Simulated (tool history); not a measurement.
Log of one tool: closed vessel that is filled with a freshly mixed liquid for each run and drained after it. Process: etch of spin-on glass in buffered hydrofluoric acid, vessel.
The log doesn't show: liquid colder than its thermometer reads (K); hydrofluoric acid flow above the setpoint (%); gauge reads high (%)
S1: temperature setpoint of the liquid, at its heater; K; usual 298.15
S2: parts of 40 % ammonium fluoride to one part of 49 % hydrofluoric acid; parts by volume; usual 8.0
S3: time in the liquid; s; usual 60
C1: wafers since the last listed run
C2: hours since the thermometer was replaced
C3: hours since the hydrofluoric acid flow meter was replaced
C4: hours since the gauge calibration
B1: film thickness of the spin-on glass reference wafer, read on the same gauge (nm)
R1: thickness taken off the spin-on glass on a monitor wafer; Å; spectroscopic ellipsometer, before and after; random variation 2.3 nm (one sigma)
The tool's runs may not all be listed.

run	day	S1	S2	S3	C1	C2	C3	C4	B1	R1
1	0.000	298.15	10.0	60	0	1303.9	936.4	160.3	109.99	2897.7
2	1.733	298.15	10.0	60	6010	1345.5	978.0	201.9	110.00	2893.1
3	3.679	298.15	10.0	60	6747	1392.2	1024.7	248.6	109.98	2878.0
4	6.533	297.15	10.0	60	9897	1460.7	1093.2	317.1	109.99	2735.6
5	15.162	298.15	8.0	70	29923	1667.8	1300.3	524.2	109.99	4091.1
6	17.454	298.15	8.0	70	7946	1722.8	1355.3	579.2	110.02	4075.3
7	18.662	298.15	8.0	60	4190	1751.8	1384.3	608.2	110.01	3505.6
8	21.171	298.15	8.0	60	8698	1812.0	1444.5	668.4	110.00	3517.9
9	22.796	298.15	8.0	60	5635	1851.0	1483.5	707.4	110.02	3496.8
# day 22.883: thermometer replaced
# day 24.192: hydrofluoric acid flow meter replaced
10	24.912	298.15	8.0	60	7051	48.7	17.3	758.2	110.04	3759.3
11	27.192	298.15	8.0	60	7903	103.4	72.0	812.9	110.00	3739.1
# day 27.238: gauge calibrated
12	30.042	301.65	10.5	50	9883	171.8	140.4	67.3	109.97	2955.5
13	32.388	294.15	8.0	95	8134	228.1	196.7	123.6	109.99	4714.2
14	33.883	302.65	5.5	50	5187	264.0	232.6	159.5	109.99	5562.3
15	35.275	298.15	8.0	60	4825	297.4	266.0	192.9	110.00	3697.6
16	36.746	294.15	6.5	30	5100	332.7	301.3	228.2	109.99	1832.2
17	39.267	298.15	8.0	60	8741	393.2	361.8	288.7	109.99	3676.1
18	40.654	294.65	6.5	75	4811	426.5	395.1	322.0	110.00	4655.3
19	42.733	295.65	8.0	60	7210	476.4	445.0	371.9	109.97	3220.3
20	44.696	298.15	8.0	40	6805	523.5	492.1	419.0	109.99	2434.1
21	47.104	298.15	8.0	40	8351	581.3	549.9	476.8	110.00	2456.8
22	49.771	296.15	8.0	80	9247	645.3	613.9	540.8	110.00	4348.7

Forecast each of these 5 alternatives for the next run:
A	49.800	296.65	8.0	60	101	646.0	614.6	541.5	?	?
B	49.800	298.15	8.0	80	101	646.0	614.6	541.5	?	?
C	49.800	295.65	8.0	45	101	646.0	614.6	541.5	?	?
D	49.800	294.15	7.0	90	101	646.0	614.6	541.5	?	?
E	49.800	301.15	10.5	90	101	646.0	614.6	541.5	?	?

run	B1	R1
A	110.02	3410.4
B	110.02	4936.1
C	110.02	2420.5
D	110.02	5122.8
E	110.02	5116.9
Without the tool's hidden state the same runs would have given:
run	R1
A	3516.4
B	5087.1
C	2496.6
D	5309.3
E	5280.4
